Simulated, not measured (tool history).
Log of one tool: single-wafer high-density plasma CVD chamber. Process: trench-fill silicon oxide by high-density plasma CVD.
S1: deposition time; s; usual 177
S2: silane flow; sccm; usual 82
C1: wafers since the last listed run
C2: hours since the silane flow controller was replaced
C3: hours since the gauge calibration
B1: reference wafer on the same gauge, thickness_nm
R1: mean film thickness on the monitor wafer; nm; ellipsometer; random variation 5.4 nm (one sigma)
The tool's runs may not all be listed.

run 1 hour=0.0 | S1=177 S2=76 | C1=0 C2=4486.7 C3=360.8 | B1=1432.792 | R1=1357.020
run 2 hour=26.6 | S1=177 S2=82 | C1=212 C2=4513.3 C3=387.4 | B1=1430.185 | R1=1444.486
run 3 hour=58.2 | S1=177 S2=82 | C1=252 C2=4544.9 C3=419.0 | B1=1429.771 | R1=1448.200
run 4 hour=79.4 | S1=169 S2=90 | C1=169 C2=4566.1 C3=440.2 | B1=1428.561 | R1=1492.315
run 5 hour=114.8 | S1=163 S2=82 | C1=283 C2=4601.5 C3=475.6 | B1=1424.760 | R1=1321.671
run 6 hour=143.0 | S1=156 S2=71 | C1=225 C2=4629.7 C3=503.8 | B1=1424.818 | R1=1128.079
run 7 hour=166.0 | S1=177 S2=82 | C1=184 C2=4652.7 C3=526.8 | B1=1419.048 | R1=1435.950
run 8 hour=181.4 | S1=177 S2=82 | C1=123 C2=4668.1 C3=542.2 | B1=1421.805 | R1=1435.614
run 9 hour=211.6 | S1=177 S2=77 | C1=241 C2=4698.3 C3=572.4 | B1=1419.058 | R1=1361.930
run 10 hour=226.5 | S1=177 S2=77 | C1=119 C2=4713.2 C3=587.3 | B1=1419.320 | R1=1349.030
run 11 hour=248.3 | S1=177 S2=77 | C1=174 C2=4735.0 C3=609.1 | B1=1415.201 | R1=1356.857
run 12 hour=270.2 | S1=177 S2=82 | C1=175 C2=4756.9 C3=631.0 | B1=1418.752 | R1=1423.555
run 13 hour=303.3 | S1=177 S2=82 | C1=264 C2=4790.0 C3=664.1 | B1=1413.722 | R1=1424.498
-- hour=328.1 gauge calibrated
-- hour=337.2 silane flow controller replaced
run 14 hour=337.7 | S1=177 S2=82 | C1=211 C2=0.5 C3=9.6 | B1=1451.718 | R1=1456.779
run 15 hour=365.9 | S1=177 S2=82 | C1=225 C2=28.7 C3=37.8 | B1=1448.174 | R1=1454.899
run 16 hour=401.5 | S1=177 S2=82 | C1=284 C2=64.3 C3=73.4 | B1=1446.861 | R1=1463.196
run 17 hour=426.3 | S1=177 S2=82 | C1=198 C2=89.1 C3=98.2 | B1=1446.140 | R1=1459.964
run 18 hour=455.4 | S1=177 S2=82 | C1=232 C2=118.2 C3=127.3 | B1=1441.677 | R1=1457.206
run 19 hour=489.7 | S1=177 S2=82 | C1=274 C2=152.5 C3=161.6 | B1=1443.078 | R1=1461.027
run 20 hour=519.9 | S1=204 S2=88 | C1=241 C2=182.7 C3=191.8 | B1=1441.668 | R1=1764.633
run 21 hour=622.4 | S1=168 S2=73 | C1=820 C2=285.2 C3=294.3 | B1=1431.676 | R1=1233.643
run 22 hour=636.9 | S1=177 S2=82 | C1=116 C2=299.7 C3=308.8 | B1=1435.037 | R1=1443.184
run 23 hour=659.2 | S1=177 S2=82 | C1=178 C2=322.0 C3=331.1 | B1=1430.880 | R1=1436.940
run 24 hour=681.8 | S1=177 S2=89 | C1=180 C2=344.6 C3=353.7 | B1=1430.342 | R1=1545.336
run 25 hour=707.3 | S1=177 S2=82 | C1=204 C2=370.1 C3=379.2 | B1=1428.582 | R1=1447.543
run 26 hour=719.4 | S1=189 S2=86 | C1=96 C2=382.2 C3=391.3 | B1=1427.991 | R1=1596.595
run 27 hour=750.4 | S1=144 S2=96 | C1=248 C2=413.2 C3=422.3 | B1=1425.131 | R1=1342.395
run 28 hour=781.2 | S1=197 S2=82 | C1=246 C2=444.0 C3=453.1 | B1=1427.956 | R1=1591.475
run 29 hour=799.2 | S1=163 S2=69 | C1=144 C2=462.0 C3=471.1 | B1=1423.051 | R1=1144.904
run 30 hour=823.9 | S1=145 S2=68 | C1=197 C2=486.7 C3=495.8 | B1=1423.319 | R1=993.865
run 31 hour=845.7 | S1=177 S2=82 | C1=174 C2=508.5 C3=517.6 | B1=1418.989 | R1=1426.894
run 32 hour=881.6 | S1=177 S2=66 | C1=287 C2=544.4 C3=553.5 | B1=1420.780 | R1=1201.931

3 ways to go on from here, each from the tool as it stands after run 32. What would each give?
run A hour=882.0 | S1=177 S2=82 | C1=3 C2=544.8 C3=553.9 | B1=? | R1=?
run B hour=882.0 | S1=166 S2=91 | C1=3 C2=544.8 C3=553.9 | B1=? | R1=?
run C hour=882.0 | S1=144 S2=76 | C1=3 C2=544.8 C3=553.9 | B1=? | R1=?

run=A B1=1418.125 R1=1435.002
run=B B1=1418.125 R1=1471.876
run=C B1=1418.125 R1=1094.560
Without the tool's hidden state the same runs would have given:
run=A R1=1466.346
run=B R1=1504.026
run=C R1=1118.468

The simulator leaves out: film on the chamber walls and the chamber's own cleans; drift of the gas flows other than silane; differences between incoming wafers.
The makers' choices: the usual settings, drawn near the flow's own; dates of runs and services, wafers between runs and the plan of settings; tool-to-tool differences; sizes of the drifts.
